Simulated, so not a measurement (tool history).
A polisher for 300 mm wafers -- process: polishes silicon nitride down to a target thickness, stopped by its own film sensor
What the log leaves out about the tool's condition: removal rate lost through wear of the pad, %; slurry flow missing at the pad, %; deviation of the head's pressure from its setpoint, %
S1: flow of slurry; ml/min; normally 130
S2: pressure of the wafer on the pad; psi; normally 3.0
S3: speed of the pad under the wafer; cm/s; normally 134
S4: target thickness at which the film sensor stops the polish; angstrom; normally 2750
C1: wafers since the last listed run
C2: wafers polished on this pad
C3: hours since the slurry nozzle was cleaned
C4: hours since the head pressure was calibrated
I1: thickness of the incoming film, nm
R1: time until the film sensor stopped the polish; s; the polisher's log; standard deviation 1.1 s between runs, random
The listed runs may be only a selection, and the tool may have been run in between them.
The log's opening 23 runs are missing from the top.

At hour 1622.6: worn pad replaced by a new one.
Run 24, hour 1664.3: usual settings but S3 106 cm/s, S4 3230 angstrom; C1 682; C2 340; C3 490.3; C4 97.1; I1 436.5. Result: R1 87.6 s.
Run 25, hour 1751.7: usual settings but S3 106 cm/s, S4 3230 angstrom; C1 714; C2 1055; C3 577.7; C4 184.5; I1 450.0. Result: R1 98.7 s.
At hour 1767.0: slurry nozzle cleaned.
Run 26, hour 1801.9: usual settings but S1 90 ml/min, S3 168 cm/s; C1 402; C2 1457; C3 34.9; C4 234.7; I1 443.1. Result: R1 102.5 s.
Run 27, hour 1867.8: usual settings but S3 96 cm/s; C1 538; C2 1995; C3 100.8; C4 300.6; I1 440.6. Result: R1 137.3 s.
Run 28, hour 1945.9: usual settings but S3 94 cm/s; C1 638; C2 2634; C3 178.9; C4 378.7; I1 435.5. Result: R1 135.0 s.
Run 29, hour 2073.3: usual settings; C1 1041; C2 3675; C3 306.3; C4 506.1; I1 438.5. Result: R1 111.2 s.
At hour 2114.2: worn pad replaced by a new one.
Run 30, hour 2169.2: usual settings but S4 2970 angstrom; C1 751; C2 449; C3 402.2; C4 602.0; I1 437.2. Result: R1 94.5 s.
Run 31, hour 2265.6: usual settings but S3 150 cm/s; C1 788; C2 1237; C3 498.6; C4 698.4; I1 436.1. Result: R1 100.3 s.
Run 32, hour 2357.4: usual settings but S1 145 ml/min, S3 174 cm/s, S4 2530 angstrom; C1 750; C2 1987; C3 590.4; C4 790.2; I1 439.9. Result: R1 106.9 s.
Run 33, hour 2406.0: usual settings but S1 115 ml/min, S3 100 cm/s; C1 397; C2 2385; C3 639.0; C4 838.8; I1 441.5. Result: R1 137.9 s.
At hour 2449.0: slurry nozzle cleaned.
Run 34, hour 2460.1: usual settings but S1 100 ml/min, S2 2.4 psi, S3 166 cm/s, S4 2280 angstrom; C1 434; C2 2819; C3 11.1; C4 892.9; I1 437.2. Result: R1 149.3 s.
Run 35, hour 2555.7: usual settings but S1 90 ml/min, S2 3.3 psi; C1 781; C2 3600; C3 106.7; C4 988.5; I1 440.3. Result: R1 110.8 s.
Run 36, hour 2622.2: usual settings but S3 176 cm/s, S4 3210 angstrom; C1 543; C2 4144; C3 173.2; C4 1055.0; I1 439.2. Result: R1 66.8 s.
Run 37, hour 2681.4: usual settings but S2 2.4 psi, S3 150 cm/s, S4 2470 angstrom; C1 483; C2 4628; C3 232.4; C4 1114.2; I1 437.5. Result: R1 142.1 s.

4 options for the next run, each taken on its own from the tool as it stands now. Forecast them:
Run A, hour 2681.8: usual settings but S2 2.4 psi; C1 3; C2 4631; C3 232.8; C4 1114.6; I1 436.6. Result: R1 ?.
Run B, hour 2681.8: usual settings but S3 106 cm/s; C1 3; C2 4631; C3 232.8; C4 1114.6; I1 436.6. Result: R1 ?.
Run C, hour 2681.8: usual settings but S1 145 ml/min; C1 3; C2 4631; C3 232.8; C4 1114.6; I1 436.6. Result: R1 ?.
Run D, hour 2681.8: usual settings but S2 3.3 psi; C1 3; C2 4631; C3 232.8; C4 1114.6; I1 436.6. Result: R1 ?.

run     R1
  A  130.7
  B  129.0
  C  109.2
  D  102.9
Without the tool's unlogged condition, the same runs would have read:
run     R1
  A  126.9
  B  125.3
  C  106.1
  D   99.9
